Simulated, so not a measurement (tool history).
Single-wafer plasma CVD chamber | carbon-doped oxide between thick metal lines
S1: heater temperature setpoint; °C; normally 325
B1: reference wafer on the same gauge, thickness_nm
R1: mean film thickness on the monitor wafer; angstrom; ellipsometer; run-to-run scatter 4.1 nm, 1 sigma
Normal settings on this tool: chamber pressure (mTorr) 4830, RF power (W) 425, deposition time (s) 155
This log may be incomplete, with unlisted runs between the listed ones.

{"run": 1, "hour": 0.0, "S1": 325, "chamber pressure (mTorr)": 4830, "RF power (W)": 425, "deposition time (s)": 155, "B1": 762.255, "R1": 8136.89}
{"run": 2, "hour": 29.1, "S1": 325, "chamber pressure (mTorr)": 4830, "RF power (W)": 425, "deposition time (s)": 155, "B1": 762.398, "R1": 8137.57}
{"hour": 46.3, "done": "showerhead replaced"}
{"run": 3, "hour": 47.7, "S1": 325, "chamber pressure (mTorr)": 4830, "RF power (W)": 425, "deposition time (s)": 155, "B1": 763.807, "R1": 8102.92}
{"run": 4, "hour": 77.2, "S1": 325, "chamber pressure (mTorr)": 4830, "RF power (W)": 425, "deposition time (s)": 155, "B1": 762.581, "R1": 8133.15}
{"run": 5, "hour": 91.5, "S1": 325, "chamber pressure (mTorr)": 4370, "RF power (W)": 425, "deposition time (s)": 155, "B1": 762.087, "R1": 7750.16}
{"run": 6, "hour": 119.3, "S1": 325, "chamber pressure (mTorr)": 4370, "RF power (W)": 425, "deposition time (s)": 155, "B1": 764.175, "R1": 7883.94}
{"run": 7, "hour": 141.9, "S1": 325, "chamber pressure (mTorr)": 4830, "RF power (W)": 425, "deposition time (s)": 155, "B1": 762.027, "R1": 8040.31}
{"hour": 170.9, "done": "thermocouple changed; heater temperature recalibrated"}
{"run": 8, "hour": 171.4, "S1": 325, "chamber pressure (mTorr)": 4830, "RF power (W)": 425, "deposition time (s)": 155, "B1": 761.893, "R1": 8007.02}
{"run": 9, "hour": 206.0, "S1": 325, "chamber pressure (mTorr)": 4830, "RF power (W)": 400, "deposition time (s)": 171, "B1": 761.908, "R1": 8404.21}
{"run": 10, "hour": 233.1, "S1": 325, "chamber pressure (mTorr)": 4830, "RF power (W)": 425, "deposition time (s)": 155, "B1": 762.184, "R1": 7912.29}
{"run": 11, "hour": 249.6, "S1": 325, "chamber pressure (mTorr)": 4830, "RF power (W)": 425, "deposition time (s)": 155, "B1": 762.72, "R1": 7922.17}
{"run": 12, "hour": 280.6, "S1": 325, "chamber pressure (mTorr)": 4830, "RF power (W)": 465, "deposition time (s)": 125, "B1": 762.284, "R1": 6871.53}
{"run": 13, "hour": 298.1, "S1": 325, "chamber pressure (mTorr)": 4830, "RF power (W)": 425, "deposition time (s)": 175, "B1": 761.833, "R1": 8950.55}
{"run": 14, "hour": 321.1, "S1": 325, "chamber pressure (mTorr)": 4830, "RF power (W)": 425, "deposition time (s)": 155, "B1": 763.68, "R1": 7916.15}
{"hour": 348.0, "done": "capacitance manometer re-zeroed and calibrated"}
{"run": 15, "hour": 348.5, "S1": 329, "chamber pressure (mTorr)": 3700, "RF power (W)": 425, "deposition time (s)": 155, "B1": 763.693, "R1": 7287.01}
{"run": 16, "hour": 370.0, "S1": 320, "chamber pressure (mTorr)": 4830, "RF power (W)": 425, "deposition time (s)": 169, "B1": 763.033, "R1": 8703.77}
{"run": 17, "hour": 400.2, "S1": 339, "chamber pressure (mTorr)": 4140, "RF power (W)": 425, "deposition time (s)": 140, "B1": 762.257, "R1": 6509.82}
{"hour": 419.9, "done": "gauge calibrated"}
{"run": 18, "hour": 424.1, "S1": 320, "chamber pressure (mTorr)": 4830, "RF power (W)": 425, "deposition time (s)": 166, "B1": 764.298, "R1": 8568.04}
{"run": 19, "hour": 454.4, "S1": 337, "chamber pressure (mTorr)": 6000, "RF power (W)": 425, "deposition time (s)": 155, "B1": 763.219, "R1": 7839.5}
{"run": 20, "hour": 480.5, "S1": 325, "chamber pressure (mTorr)": 4830, "RF power (W)": 425, "deposition time (s)": 181, "B1": 763.31, "R1": 9064.76}
{"run": 21, "hour": 508.6, "S1": 325, "chamber pressure (mTorr)": 4830, "RF power (W)": 425, "deposition time (s)": 155, "B1": 763.467, "R1": 7821.08}
{"run": 22, "hour": 521.4, "S1": 325, "chamber pressure (mTorr)": 4830, "RF power (W)": 425, "deposition time (s)": 155, "B1": 764.26, "R1": 7810.24}
{"run": 23, "hour": 546.7, "S1": 325, "chamber pressure (mTorr)": 4060, "RF power (W)": 425, "deposition time (s)": 129, "B1": 764.148, "R1": 6198.14}
{"run": 24, "hour": 571.9, "S1": 311, "chamber pressure (mTorr)": 3900, "RF power (W)": 380, "deposition time (s)": 166, "B1": 761.564, "R1": 7488.69}
{"run": 25, "hour": 589.7, "S1": 325, "chamber pressure (mTorr)": 4830, "RF power (W)": 425, "deposition time (s)": 155, "B1": 763.614, "R1": 7695.08}

The next listed run, before its measurement:
{"run": 26, "hour": 609.6, "S1": 325, "chamber pressure (mTorr)": 5350, "RF power (W)": 490, "deposition time (s)": 155, "B1": "?", "R1": "?"}

B1: 763.098
R1: 8947.25 angstrom
With the hidden condition absent and the run-to-run variation left alone, this run would have shown R1 9377.20 angstrom.
